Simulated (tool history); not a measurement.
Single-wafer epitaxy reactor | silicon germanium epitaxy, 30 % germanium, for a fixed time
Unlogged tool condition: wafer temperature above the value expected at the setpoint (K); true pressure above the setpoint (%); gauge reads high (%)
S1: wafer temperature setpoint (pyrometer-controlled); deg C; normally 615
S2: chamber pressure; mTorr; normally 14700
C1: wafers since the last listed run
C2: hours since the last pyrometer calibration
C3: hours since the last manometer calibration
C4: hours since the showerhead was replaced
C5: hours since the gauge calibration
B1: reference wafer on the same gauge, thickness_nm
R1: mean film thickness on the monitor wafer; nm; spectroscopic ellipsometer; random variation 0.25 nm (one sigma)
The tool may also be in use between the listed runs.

Run 1, hour 0: usual settings but S1 606 deg C; C1 0; C2 101; C3 1390.9; C4 1372.1; C5 1060.7; B1 75.497. Result: R1 62.453 nm.
Run 2, hour 56.7: usual settings but S2 15400 mTorr; C1 947; C2 157.7; C3 1447.6; C4 1428.8; C5 1117.4; B1 75.491. Result: R1 74.084 nm.
Run 3, hour 107.8: usual settings but S2 12400 mTorr; C1 853; C2 208.8; C3 1498.7; C4 1479.9; C5 1168.5; B1 75.5. Result: R1 63.686 nm.
Run 4, hour 187.1: usual settings but S2 12500 mTorr; C1 1324; C2 288.1; C3 1578; C4 1559.2; C5 1247.8; B1 75.492. Result: R1 64.128 nm.
Run 5, hour 265.4: usual settings but S2 12500 mTorr; C1 1308; C2 366.4; C3 1656.3; C4 1637.5; C5 1326.1; B1 75.512. Result: R1 63.471 nm.
Run 6, hour 350.8: usual settings but S1 620 deg C; C1 1426; C2 451.8; C3 1741.7; C4 1722.9; C5 1411.5; B1 75.51. Result: R1 77.287 nm.
Run 7, hour 402.6: usual settings but S1 620 deg C; C1 865; C2 503.6; C3 1793.5; C4 1774.7; C5 1463.3; B1 75.483. Result: R1 76.836 nm.
Run 8, hour 449.2: usual settings but S1 620 deg C; C1 778; C2 550.2; C3 1840.1; C4 1821.3; C5 1509.9; B1 75.468. Result: R1 77.387 nm.
Run 9, hour 497.4: usual settings; C1 805; C2 598.4; C3 1888.3; C4 1869.5; C5 1558.1; B1 75.53. Result: R1 71.056 nm.
Run 10, hour 544.1: usual settings; C1 780; C2 645.1; C3 1935; C4 1916.2; C5 1604.8; B1 75.498. Result: R1 71.084 nm.
Run 11, hour 613.4: usual settings; C1 1157; C2 714.4; C3 2004.3; C4 1985.5; C5 1674.1; B1 75.571. Result: R1 71.157 nm.
Run 12, hour 664.6: usual settings but S2 16500 mTorr; C1 855; C2 765.6; C3 2055.5; C4 2036.7; C5 1725.3; B1 75.495. Result: R1 76.52 nm.
At hour 666.9: gauge calibrated.
Run 13, hour 726.1: usual settings but S2 16500 mTorr; C1 1027; C2 827.1; C3 2117; C4 2098.2; C5 59.2; B1 75.508. Result: R1 76.526 nm.
Run 14, hour 785.8: usual settings but S1 619 deg C, S2 11300 mTorr; C1 997; C2 886.8; C3 2176.7; C4 2157.9; C5 118.9; B1 75.541. Result: R1 61.608 nm.
Run 15, hour 829.8: usual settings but S1 626 deg C; C1 735; C2 930.8; C3 2220.7; C4 2201.9; C5 162.9; B1 75.486. Result: R1 83.701 nm.

For run 16, what comes out?
Run 16, hour 915.1: usual settings but S1 626 deg C, S2 18100 mTorr; C1 1425; C2 1016.1; C3 2306; C4 2287.2; C5 248.2; B1 ?. Result: R1 ?.

Run 16 measured B1 75.496, R1 95.559 nm.
With no hidden state in the tool, this same run would have given R1 99.925 nm.
